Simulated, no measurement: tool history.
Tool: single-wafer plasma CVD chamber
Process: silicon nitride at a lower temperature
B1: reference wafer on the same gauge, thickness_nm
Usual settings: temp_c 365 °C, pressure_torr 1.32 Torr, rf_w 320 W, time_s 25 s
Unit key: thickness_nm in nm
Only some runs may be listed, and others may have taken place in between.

Run 1, hour 0: usual settings; B1 26.14. Result: thickness_nm 28.358 nm.
Run 2, hour 53.8: usual settings but rf_w 295 W; B1 26.103. Result: thickness_nm 26.817 nm.
Run 3, hour 141.4: usual settings but rf_w 295 W; B1 26.081. Result: thickness_nm 27.127 nm.
Run 4, hour 191.5: usual settings but pressure_torr 1.56 Torr; B1 26.096. Result: thickness_nm 29.007 nm.
Run 5, hour 235.1: usual settings but pressure_torr 1.56 Torr; B1 26.091. Result: thickness_nm 29.56 nm.
Run 6, hour 341.9: usual settings but pressure_torr 1.56 Torr; B1 26.117. Result: thickness_nm 29.336 nm.
Run 7, hour 433.3: usual settings; B1 26.134. Result: thickness_nm 27.836 nm.
Run 8, hour 488.3: usual settings; B1 26.069. Result: thickness_nm 28.185 nm.
Run 9, hour 563.6: usual settings but temp_c 375 °C; B1 26.126. Result: thickness_nm 28.255 nm.
Run 10, hour 660.8: usual settings but temp_c 375 °C; B1 26.076. Result: thickness_nm 28.104 nm.
Run 11, hour 697.1: usual settings but temp_c 375 °C; B1 26.096. Result: thickness_nm 27.925 nm.
Run 12, hour 774.4: usual settings but temp_c 375 °C, time_s 21.1 s; B1 26.097. Result: thickness_nm 23.717 nm.
Run 13, hour 811.6: usual settings but temp_c 375 °C, time_s 21.1 s; B1 26.094. Result: thickness_nm 23.71 nm.
Run 14, hour 862.6: usual settings but temp_c 375 °C, time_s 21.1 s; B1 26.093. Result: thickness_nm 23.626 nm.
Run 15, hour 965.6: usual settings; B1 26.079. Result: thickness_nm 28.111 nm.
Run 16, hour 1047.1: usual settings; B1 26.108. Result: thickness_nm 28.114 nm.
Run 17, hour 1138.9: usual settings but temp_c 372 °C, pressure_torr 1.14 Torr; B1 26.103. Result: thickness_nm 27.492 nm.
Run 18, hour 1400: usual settings but temp_c 354 °C; B1 26.119. Result: thickness_nm 28.393 nm.
Run 19, hour 1476.9: usual settings but temp_c 369 °C, pressure_torr 1.58 Torr, rf_w 295 W; B1 26.091. Result: thickness_nm 28.013 nm.
Run 20, hour 1560.6: usual settings but rf_w 380 W; B1 26.098. Result: thickness_nm 30.598 nm.
Run 21, hour 1664.9: usual settings but rf_w 295 W; B1 26.118. Result: thickness_nm 27.045 nm.
Run 22, hour 1729.4: usual settings but temp_c 352 °C, rf_w 255 W; B1 26.079. Result: thickness_nm 25.241 nm.
Run 23, hour 1822.8: usual settings but temp_c 374 °C, pressure_torr 1.05 Torr, rf_w 350 W, time_s 20.3 s; B1 26.079. Result: thickness_nm 22.536 nm.
Run 24, hour 2004.8: usual settings but pressure_torr 1.11 Torr; B1 26.127. Result: thickness_nm 26.939 nm.
Run 25, hour 2069: usual settings but pressure_torr 1.11 Torr, rf_w 370 W; B1 26.113. Result: thickness_nm 29.276 nm.
Run 26, hour 2176.6: usual settings; B1 26.123. Result: thickness_nm 28.189 nm.
Run 27, hour 2248.1: usual settings but pressure_torr 1.41 Torr, rf_w 365 W, time_s 22.8 s; B1 26.11. Result: thickness_nm 27.893 nm.
Run 28, hour 2301.2: usual settings but temp_c 351 °C, pressure_torr 1.13 Torr, rf_w 290 W, time_s 29.9 s; B1 26.094. Result: thickness_nm 31.535 nm.

Withheld: 7 entries from between the runs. Position of each, and hidden state at the listed run before versus the listed run after:
In the gap between runs 1 and 2: thermocouple changed; heater temperature recalibrated (hour 53.3)
  no hidden state differs between the two runs
In the gap between runs 11 and 12: capacitance manometer re-zeroed and calibrated (hour 759)
  no hidden state differs between the two runs
In the gap between runs 14 and 15: gauge calibrated (hour 901.5)
  no hidden state differs between the two runs
In the gap between runs 16 and 17: RF generator calibrated (hour 1120.8)
  no hidden state differs between the two runs
In the gap between runs 17 and 18: showerhead replaced (hour 1166.6)
  no hidden state differs between the two runs
In the gap between runs 18 and 19: thermocouple changed; heater temperature recalibrated (hour 1454)
  no hidden state differs between the two runs
In the gap between runs 25 and 26: gauge calibrated (hour 2085)
  no hidden state differs between the two runs
